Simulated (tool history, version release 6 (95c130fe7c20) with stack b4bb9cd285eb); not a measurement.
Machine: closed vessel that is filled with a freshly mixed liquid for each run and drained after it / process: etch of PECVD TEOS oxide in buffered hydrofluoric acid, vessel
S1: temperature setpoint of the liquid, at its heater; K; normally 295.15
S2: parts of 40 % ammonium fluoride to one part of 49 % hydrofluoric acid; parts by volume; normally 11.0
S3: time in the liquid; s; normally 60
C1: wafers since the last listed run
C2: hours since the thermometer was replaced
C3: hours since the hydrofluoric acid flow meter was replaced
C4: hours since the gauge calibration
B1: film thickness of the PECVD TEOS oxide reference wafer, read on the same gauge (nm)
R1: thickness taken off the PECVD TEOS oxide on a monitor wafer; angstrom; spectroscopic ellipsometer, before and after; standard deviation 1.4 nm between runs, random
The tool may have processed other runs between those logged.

{"run": 1, "day": 0.0, "S1": 295.15, "S2": 11.0, "S3": 60, "C1": 0, "C2": 614.3, "C3": 456.9, "C4": 135.5, "B1": 69.97, "R1": 1406.8}
{"run": 2, "day": 2.204, "S1": 295.15, "S2": 11.0, "S3": 60, "C1": 5279, "C2": 667.2, "C3": 509.8, "C4": 188.4, "B1": 70.03, "R1": 1378.4}
{"run": 3, "day": 3.762, "S1": 295.15, "S2": 11.0, "S3": 60, "C1": 3732, "C2": 704.6, "C3": 547.2, "C4": 225.8, "B1": 69.99, "R1": 1407.8}
{"run": 4, "day": 9.058, "S1": 295.15, "S2": 11.0, "S3": 60, "C1": 12684, "C2": 831.7, "C3": 674.3, "C4": 352.9, "B1": 69.97, "R1": 1368.1}
{"run": 5, "day": 11.342, "S1": 295.15, "S2": 13.0, "S3": 60, "C1": 5469, "C2": 886.5, "C3": 729.1, "C4": 407.7, "B1": 69.95, "R1": 1174.4}
{"run": 6, "day": 19.512, "S1": 295.15, "S2": 13.0, "S3": 60, "C1": 19571, "C2": 1082.6, "C3": 925.2, "C4": 603.8, "B1": 70.05, "R1": 1153.8}
{"run": 7, "day": 20.633, "S1": 295.15, "S2": 13.0, "S3": 60, "C1": 2684, "C2": 1109.5, "C3": 952.1, "C4": 630.7, "B1": 70.01, "R1": 1148.8}
{"day": 22.583, "done": "hydrofluoric acid flow meter replaced"}
{"run": 8, "day": 23.258, "S1": 295.15, "S2": 11.0, "S3": 60, "C1": 6187, "C2": 1172.5, "C3": 16.2, "C4": 693.7, "B1": 69.98, "R1": 1277.5}
{"run": 9, "day": 25.642, "S1": 295.15, "S2": 11.0, "S3": 60, "C1": 5708, "C2": 1229.7, "C3": 73.4, "C4": 750.9, "B1": 70.01, "R1": 1267.3}
{"day": 26.321, "done": "thermometer replaced"}
{"run": 10, "day": 26.733, "S1": 298.65, "S2": 9.0, "S3": 85, "C1": 2515, "C2": 9.9, "C3": 99.6, "C4": 777.1, "B1": 70.02, "R1": 2644.3}
{"run": 11, "day": 28.021, "S1": 290.65, "S2": 11.0, "S3": 80, "C1": 3083, "C2": 40.8, "C3": 130.5, "C4": 808.0, "B1": 70.01, "R1": 1302.6}
{"run": 12, "day": 30.354, "S1": 295.15, "S2": 11.0, "S3": 85, "C1": 5588, "C2": 96.8, "C3": 186.5, "C4": 864.0, "B1": 69.93, "R1": 1773.0}
{"run": 13, "day": 32.638, "S1": 295.15, "S2": 11.0, "S3": 60, "C1": 5469, "C2": 151.6, "C3": 241.3, "C4": 918.8, "B1": 69.95, "R1": 1230.8}
{"day": 34.088, "done": "hydrofluoric acid flow meter replaced, repeated, since the last time left the tool worse"}
{"day": 37.725, "done": "gauge calibrated"}
{"run": 14, "day": 41.529, "S1": 299.65, "S2": 9.0, "S3": 85, "C1": 21197, "C2": 365.0, "C3": 178.6, "C4": 91.3, "B1": 69.99, "R1": 3009.6}
{"run": 15, "day": 43.542, "S1": 295.15, "S2": 11.0, "S3": 60, "C1": 4820, "C2": 413.3, "C3": 226.9, "C4": 139.6, "B1": 70.02, "R1": 1411.9}
{"run": 16, "day": 44.596, "S1": 291.65, "S2": 15.0, "S3": 80, "C1": 2524, "C2": 438.6, "C3": 252.2, "C4": 164.9, "B1": 69.95, "R1": 1150.2}
{"run": 17, "day": 45.767, "S1": 290.65, "S2": 14.5, "S3": 60, "C1": 2804, "C2": 466.7, "C3": 280.3, "C4": 193.0, "B1": 70.0, "R1": 834.3}
{"run": 18, "day": 46.792, "S1": 297.65, "S2": 11.0, "S3": 60, "C1": 2455, "C2": 491.3, "C3": 304.9, "C4": 217.6, "B1": 69.95, "R1": 1634.6}
{"run": 19, "day": 48.45, "S1": 291.65, "S2": 12.5, "S3": 85, "C1": 3972, "C2": 531.1, "C3": 344.7, "C4": 257.4, "B1": 69.99, "R1": 1447.7}

A few steps of R1 between consecutive runs. Split each: what settings, incoming material and random variation would produce without the hidden state, and what is left over for the hidden state, along with gauge scatter present in only one of the two compared results (measured, and without hidden state):
Hidden conditions of the tool in this case: liquid colder than its thermometer reads (K); hydrofluoric acid flow below the setpoint (%); gauge reads high (%).
Run 13 -> 14: S1 295.15 -> 299.65, S2 11.0 -> 9.0, S3 60 -> 85, hydrofluoric acid flow meter replaced, repeated, since the last time left the tool worse, gauge calibrated. R1 +1778.8 angstrom: hidden state +172.6, all else +1606.2.
